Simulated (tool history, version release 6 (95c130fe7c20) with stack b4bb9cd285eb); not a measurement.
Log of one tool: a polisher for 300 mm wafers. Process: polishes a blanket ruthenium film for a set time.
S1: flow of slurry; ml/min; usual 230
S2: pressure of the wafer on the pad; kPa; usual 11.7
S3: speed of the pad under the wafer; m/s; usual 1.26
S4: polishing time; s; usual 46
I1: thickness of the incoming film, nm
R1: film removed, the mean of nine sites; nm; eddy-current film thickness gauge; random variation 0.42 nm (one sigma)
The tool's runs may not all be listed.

run 1 hour=0 | S1=230 S2=11.7 S3=0.96 S4=46 | I1=601.8 | R1=32
-- hour=7.9 slurry nozzle cleaned
-- hour=42.2 worn pad replaced by a new one
run 2 hour=63.4 | S1=230 S2=11.7 S3=0.96 S4=46 | I1=592.7 | R1=34.2
run 3 hour=120.4 | S1=230 S2=11.7 S3=1.26 S4=46 | I1=599.7 | R1=44.3
-- hour=162.8 head pressure recalibrated
run 4 hour=195.2 | S1=230 S2=11.7 S3=1.26 S4=46 | I1=606.4 | R1=43.6
run 5 hour=258.6 | S1=280 S2=9.7 S3=1.26 S4=46 | I1=605.2 | R1=36.3
run 6 hour=309.2 | S1=280 S2=9.7 S3=1.26 S4=46 | I1=606.6 | R1=36.2
run 7 hour=349.2 | S1=280 S2=9.7 S3=1.26 S4=46 | I1=594.1 | R1=35.6
run 8 hour=409.8 | S1=230 S2=10.3 S3=1.26 S4=35 | I1=608.9 | R1=29.2
run 9 hour=473 | S1=230 S2=10.3 S3=1.26 S4=35 | I1=612.2 | R1=28.8
run 10 hour=577.4 | S1=230 S2=11.7 S3=1.26 S4=46 | I1=601.4 | R1=42.2
run 11 hour=653.5 | S1=230 S2=11.7 S3=1.26 S4=46 | I1=598.2 | R1=42.4
-- hour=674.9 worn pad replaced by a new one
run 12 hour=723.5 | S1=230 S2=11.7 S3=1.26 S4=46 | I1=590.9 | R1=43.5
run 13 hour=796.8 | S1=195 S2=11.7 S3=1.44 S4=46 | I1=611.8 | R1=49.4
-- hour=868.9 slurry nozzle cleaned
run 14 hour=891.9 | S1=230 S2=11.7 S3=1.26 S4=34 | I1=601.7 | R1=32.3
-- hour=954.4 head pressure recalibrated
run 15 hour=971.6 | S1=230 S2=11.7 S3=1.26 S4=34 | I1=594.3 | R1=32.2
run 16 hour=1258.8 | S1=230 S2=11.7 S3=1.26 S4=46 | I1=592.3 | R1=42.1
run 17 hour=1303.8 | S1=190 S2=7.6 S3=1.26 S4=46 | I1=596.3 | R1=26.9
run 18 hour=1356.2 | S1=230 S2=11.7 S3=1.26 S4=46 | I1=595.9 | R1=41.5
-- hour=1365.4 worn pad replaced by a new one
run 19 hour=1431.4 | S1=230 S2=11.7 S3=1.26 S4=46 | I1=600.2 | R1=45.3
run 20 hour=1537 | S1=230 S2=11.7 S3=1.26 S4=46 | I1=599.1 | R1=43.6
run 21 hour=1629.3 | S1=230 S2=11.7 S3=1.26 S4=53 | I1=596.5 | R1=50.1
-- hour=1689.5 slurry nozzle cleaned
run 22 hour=1722.2 | S1=230 S2=15.2 S3=1.62 S4=35 | I1=598.5 | R1=54.9
-- hour=1748.2 head pressure recalibrated
run 23 hour=1777.8 | S1=290 S2=11.7 S3=1.02 S4=56 | I1=597.7 | R1=43.7
run 24 hour=1840.7 | S1=230 S2=9.7 S3=1.26 S4=39 | I1=596.4 | R1=29.7
run 25 hour=1920.3 | S1=230 S2=11.7 S3=1.26 S4=46 | I1=591.2 | R1=42.7
-- hour=1980.4 worn pad replaced by a new one
run 26 hour=1991 | S1=230 S2=11.7 S3=1.26 S4=46 | I1=595.6 | R1=44.8
run 27 hour=2036.5 | S1=310 S2=8.3 S3=1.04 S4=57 | I1=605.6 | R1=33
run 28 hour=2073.5 | S1=305 S2=11.7 S3=1 S4=46 | I1=605.9 | R1=35.9
run 29 hour=2111.1 | S1=295 S2=15.2 S3=1.62 S4=59 | I1=599.2 | R1=94.8
run 30 hour=2214.8 | S1=160 S2=13.1 S3=0.96 S4=52 | I1=604.2 | R1=41.6
run 31 hour=2317.9 | S1=230 S2=11.7 S3=1.58 S4=46 | I1=605.4 | R1=53.6
run 32 hour=2396.1 | S1=190 S2=11.7 S3=1.26 S4=46 | I1=597.4 | R1=42.8
run 33 hour=2475.1 | S1=230 S2=11.7 S3=1.26 S4=46 | I1=604.9 | R1=42.9
-- hour=2479.9 head pressure recalibrated
-- hour=2511.7 slurry nozzle cleaned
run 34 hour=2521.4 | S1=260 S2=11.7 S3=0.98 S4=33 | I1=598.4 | R1=24
run 35 hour=2562.5 | S1=275 S2=15.9 S3=1.66 S4=59 | I1=597.6 | R1=98.3
run 36 hour=2638.3 | S1=230 S2=11.7 S3=1.68 S4=61 | I1=588.5 | R1=73.1
-- hour=2706.6 worn pad replaced by a new one
run 37 hour=2730.1 | S1=230 S2=11.7 S3=1.26 S4=39 | I1=600.3 | R1=37.5
run 38 hour=2772.9 | S1=230 S2=11.7 S3=1.26 S4=46 | I1=590.3 | R1=45.3

Hidden state or all else? Some run-to-run changes of R1, split into what the settings, what came in and random variation would give without the hidden state, and what is left for the hidden state (with any gauge scatter that isn't in both results):
The hidden state here: removal rate lost through wear of the pad, %; slurry flow missing at the pad, %; deviation of the head's pressure from its setpoint, %.
Run 18 -> 19: worn pad replaced by a new one. R1 +3.8 nm: hidden state +2.8, all else +1.
Run 28 -> 29: S1 305 -> 295, S2 11.7 -> 15.2, S3 1 -> 1.62, S4 46 -> 59. R1 +58.9 nm: hidden state -1.1, all else +60.
Run 29 -> 30: S1 295 -> 160, S2 15.2 -> 13.1, S3 1.62 -> 0.96, S4 59 -> 52. R1 -53.2 nm: hidden state +0.4, all else -53.6.
Run 34 -> 35: S1 260 -> 275, S2 11.7 -> 15.9, S3 0.98 -> 1.66, S4 33 -> 59. R1 +74.3 nm: hidden state -4.5, all else +78.8.
Run 36 -> 37: S3 1.68 -> 1.26, S4 61 -> 39, worn pad replaced by a new one. R1 -35.6 nm: hidden state +4.7, all else -40.3.
